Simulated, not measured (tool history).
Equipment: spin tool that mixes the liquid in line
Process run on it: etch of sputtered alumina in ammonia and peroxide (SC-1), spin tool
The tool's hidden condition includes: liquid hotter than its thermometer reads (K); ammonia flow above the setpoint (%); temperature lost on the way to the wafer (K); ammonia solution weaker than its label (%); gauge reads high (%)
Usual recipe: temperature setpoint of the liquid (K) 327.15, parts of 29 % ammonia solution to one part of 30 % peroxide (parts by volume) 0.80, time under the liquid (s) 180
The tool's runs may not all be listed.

run	hour	temperature setpoint of the liquid (K)	parts of 29 % ammonia solution to one part of 30 % peroxide (parts by volume)	time under the liquid (s)	wafers since the last listed run	hours since the thermometer was replaced	hours since the ammonia flow meter was replaced	hours since the heated supply line was repaired	hours since the drum of ammonia solution was connected	hours since the gauge calibration	read-back film thickness of the sputtered alumina reference wafer, read on the same gauge (nm)	thickness taken off the sputtered alumina on a monitor wafer (nm)
1	0.0	319.65	0.80	180	0	659.7	218.9	2789.8	540.0	572.4	70.03	13.72
2	20.7	334.15	0.65	180	86	680.4	239.6	2810.5	560.7	593.1	70.03	29.41
3	41.3	334.15	0.65	180	86	701.0	260.2	2831.1	581.3	613.7	70.01	29.32
4	69.3	327.15	0.80	260	117	729.0	288.2	2859.1	609.3	641.7	70.01	30.42
5	93.9	327.15	0.80	260	102	753.6	312.8	2883.7	633.9	666.3	70.02	30.59
6	122.0	327.15	0.80	260	117	781.7	340.9	2911.8	662.0	694.4	69.99	30.53
# hour 137.4: new drum of ammonia solution connected
7	146.3	334.65	0.80	180	97	806.0	365.2	2936.1	8.9	718.7	69.98	31.09
8	175.3	335.65	0.95	95	121	835.0	394.2	2965.1	37.9	747.7	70.05	17.72
# hour 203.8: heated supply line repaired
9	205.9	318.15	0.95	120	123	865.6	424.8	2.1	68.5	778.3	69.99	8.74
10	224.1	318.15	0.80	180	76	883.8	443.0	20.3	86.7	796.5	70.01	13.18
# hour 226.8: thermometer replaced
11	247.8	323.15	0.45	120	94	21.0	466.7	44.0	110.4	820.2	69.98	9.83
# hour 249.0: gauge calibrated
# hour 249.8: ammonia flow meter replaced
12	264.4	327.15	0.80	180	65	37.6	14.6	60.6	127.0	15.4	69.99	19.60
13	284.2	329.65	0.65	75	82	57.4	34.4	80.4	146.8	35.2	70.01	9.02
14	308.5	321.65	0.60	180	101	81.7	58.7	104.7	171.1	59.5	69.98	14.08
15	332.9	321.15	1.15	265	102	106.1	83.1	129.1	195.5	83.9	70.01	21.57
16	368.4	327.15	0.45	180	148	141.6	118.6	164.6	231.0	119.4	69.95	18.57
17	390.8	331.65	0.95	240	93	164.0	141.0	187.0	253.4	141.8	70.02	33.68
18	417.1	319.65	1.05	85	109	190.3	167.3	213.3	279.7	168.1	70.00	6.37
19	450.0	327.15	0.80	180	137	223.2	200.2	246.2	312.6	201.0	70.02	19.71
20	481.1	327.15	1.05	180	130	254.3	231.3	277.3	343.7	232.1	69.98	20.26
21	499.3	329.65	0.55	95	76	272.5	249.5	295.5	361.9	250.3	70.02	11.61
22	527.3	327.15	0.80	180	117	300.5	277.5	323.5	389.9	278.3	69.99	20.12
23	542.8	317.65	0.80	250	64	316.0	293.0	339.0	405.4	293.8	70.01	16.56
24	561.9	323.65	0.80	70	79	335.1	312.1	358.1	424.5	312.9	70.02	6.52

Forecast each of these 5 alternatives for the next run:
A	562.4	333.15	0.80	180	2	335.6	312.6	358.6	425.0	313.4	?	?
B	562.4	327.15	0.60	180	2	335.6	312.6	358.6	425.0	313.4	?	?
C	562.4	332.65	0.50	180	2	335.6	312.6	358.6	425.0	313.4	?	?
D	562.4	318.15	1.10	180	2	335.6	312.6	358.6	425.0	313.4	?	?
E	562.4	319.65	0.80	135	2	335.6	312.6	358.6	425.0	313.4	?	?

run	read-back film thickness of the sputtered alumina reference wafer, read on the same gauge (nm)	thickness taken off the sputtered alumina on a monitor wafer (nm)
A	69.98	27.27
B	69.98	19.44
C	69.98	25.43
D	69.98	12.60
E	69.98	9.97
Without the tool's unlogged condition, the same runs would have read:
run	thickness taken off the sputtered alumina on a monitor wafer (nm)
A	25.21
B	17.91
C	23.50
D	11.55
E	9.14
